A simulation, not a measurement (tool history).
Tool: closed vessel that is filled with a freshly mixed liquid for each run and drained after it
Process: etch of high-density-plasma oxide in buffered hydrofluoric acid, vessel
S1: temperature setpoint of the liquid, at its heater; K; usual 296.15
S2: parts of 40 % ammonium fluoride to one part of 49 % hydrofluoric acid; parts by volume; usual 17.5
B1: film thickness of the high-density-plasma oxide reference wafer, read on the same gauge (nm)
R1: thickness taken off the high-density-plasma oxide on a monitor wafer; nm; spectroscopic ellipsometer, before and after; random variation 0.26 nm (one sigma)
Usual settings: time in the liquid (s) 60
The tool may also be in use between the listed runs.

{"run": 1, "day": 0.0, "S1": 296.15, "S2": 17.5, "time in the liquid (s)": 60, "B1": 149.99, "R1": 46.77}
{"day": 1.942, "done": "gauge calibrated"}
{"run": 2, "day": 2.112, "S1": 296.15, "S2": 17.5, "time in the liquid (s)": 60, "B1": 149.97, "R1": 47.27}
{"run": 3, "day": 5.292, "S1": 296.15, "S2": 17.5, "time in the liquid (s)": 60, "B1": 149.99, "R1": 47.22}
{"run": 4, "day": 6.933, "S1": 296.15, "S2": 17.5, "time in the liquid (s)": 60, "B1": 150.04, "R1": 47.13}
{"run": 5, "day": 9.721, "S1": 296.15, "S2": 17.5, "time in the liquid (s)": 60, "B1": 149.99, "R1": 47.74}
{"run": 6, "day": 16.783, "S1": 296.15, "S2": 17.5, "time in the liquid (s)": 60, "B1": 149.98, "R1": 48.21}
{"day": 19.717, "done": "hydrofluoric acid flow meter replaced"}
{"run": 7, "day": 19.904, "S1": 296.15, "S2": 17.5, "time in the liquid (s)": 60, "B1": 150.01, "R1": 48.37}
{"run": 8, "day": 23.746, "S1": 296.15, "S2": 17.5, "time in the liquid (s)": 50, "B1": 150.03, "R1": 40.6}
{"run": 9, "day": 26.375, "S1": 296.15, "S2": 17.5, "time in the liquid (s)": 60, "B1": 150.01, "R1": 47.83}
{"run": 10, "day": 29.296, "S1": 296.15, "S2": 17.5, "time in the liquid (s)": 60, "B1": 150.04, "R1": 48.3}
{"run": 11, "day": 32.712, "S1": 296.15, "S2": 17.5, "time in the liquid (s)": 60, "B1": 150.02, "R1": 49.28}
{"day": 34.283, "done": "thermometer replaced"}
{"run": 12, "day": 35.054, "S1": 296.15, "S2": 17.5, "time in the liquid (s)": 60, "B1": 149.97, "R1": 45.69}
{"run": 13, "day": 37.971, "S1": 296.15, "S2": 17.5, "time in the liquid (s)": 60, "B1": 150.0, "R1": 45.96}
{"run": 14, "day": 40.617, "S1": 295.15, "S2": 17.5, "time in the liquid (s)": 60, "B1": 150.01, "R1": 43.28}
{"day": 41.754, "done": "hydrofluoric acid flow meter replaced"}
{"run": 15, "day": 44.683, "S1": 296.15, "S2": 20.5, "time in the liquid (s)": 85, "B1": 149.97, "R1": 56.24}
{"run": 16, "day": 46.408, "S1": 296.15, "S2": 17.5, "time in the liquid (s)": 60, "B1": 150.0, "R1": 45.37}
{"run": 17, "day": 49.979, "S1": 296.15, "S2": 12.5, "time in the liquid (s)": 75, "B1": 150.0, "R1": 79.77}
{"run": 18, "day": 53.588, "S1": 293.15, "S2": 12.0, "time in the liquid (s)": 30, "B1": 149.99, "R1": 28.53}
{"day": 57.433, "done": "gauge calibrated"}
{"run": 19, "day": 57.817, "S1": 296.15, "S2": 11.5, "time in the liquid (s)": 40, "B1": 150.02, "R1": 46.32}

The next listed run, before its measurement:
{"run": 20, "day": 61.188, "S1": 294.65, "S2": 11.5, "time in the liquid (s)": 60, "B1": "?", "R1": "?"}

Run 20 gave B1 150.01, R1 64.83 nm.
Without the tool's hidden state the same run would have given R1 62.86 nm.
